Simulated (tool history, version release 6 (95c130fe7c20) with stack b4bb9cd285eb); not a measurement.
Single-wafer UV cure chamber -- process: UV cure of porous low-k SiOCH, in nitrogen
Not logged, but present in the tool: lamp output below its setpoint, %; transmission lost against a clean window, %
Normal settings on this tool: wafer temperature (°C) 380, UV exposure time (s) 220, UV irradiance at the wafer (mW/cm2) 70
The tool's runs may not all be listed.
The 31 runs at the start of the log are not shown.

run,hour,wafer temperature (°C),UV exposure time (s),UV irradiance at the wafer (mW/cm2),wafers since the last listed run,hours since the UV bulbs were replaced,wafers since the quartz window was cleaned,loss of film thickness in the cure (%)
32,739.6,380,110,40,165,344,2224,3.915
33,762,396,270,84,145,366.4,2369,10.173
34,777.7,380,220,70,101,382.1,2470,8.223
35,807.9,380,350,41,195,412.3,2666,8.007
36,825.5,380,305,70,113,429.9,2780,9.75
37,839.7,380,140,45,91,444.1,2872,4.92
38,870.3,393,340,70,198,474.7,3070,10.36
39,904.8,390,125,70,223,509.2,3294,6.181
40,939.9,380,220,70,227,544.3,3521,8.083
41,966.6,380,150,70,172,571,3694,6.769
42,978.9,380,155,70,79,583.3,3774,6.685
43,997.8,380,220,70,122,602.2,3896,8.119
44,1022.6,380,220,82,160,627,4057,8.812
45,1042.9,367,290,44,131,647.3,4188,7.191

Predict each of these 3 candidate next runs independently; none follows another, all start after run 45:
A,1043.4,380,220,70,3,647.8,4191,?
B,1043.4,394,285,70,3,647.8,4191,?
C,1043.4,368,340,94,3,647.8,4191,?

run,loss of film thickness in the cure (%)
A,8.057
B,9.323
C,10.855
With no hidden state in the tool, these same runs would have given:
run,loss of film thickness in the cure (%)
A,8.412
B,9.692
C,11.241

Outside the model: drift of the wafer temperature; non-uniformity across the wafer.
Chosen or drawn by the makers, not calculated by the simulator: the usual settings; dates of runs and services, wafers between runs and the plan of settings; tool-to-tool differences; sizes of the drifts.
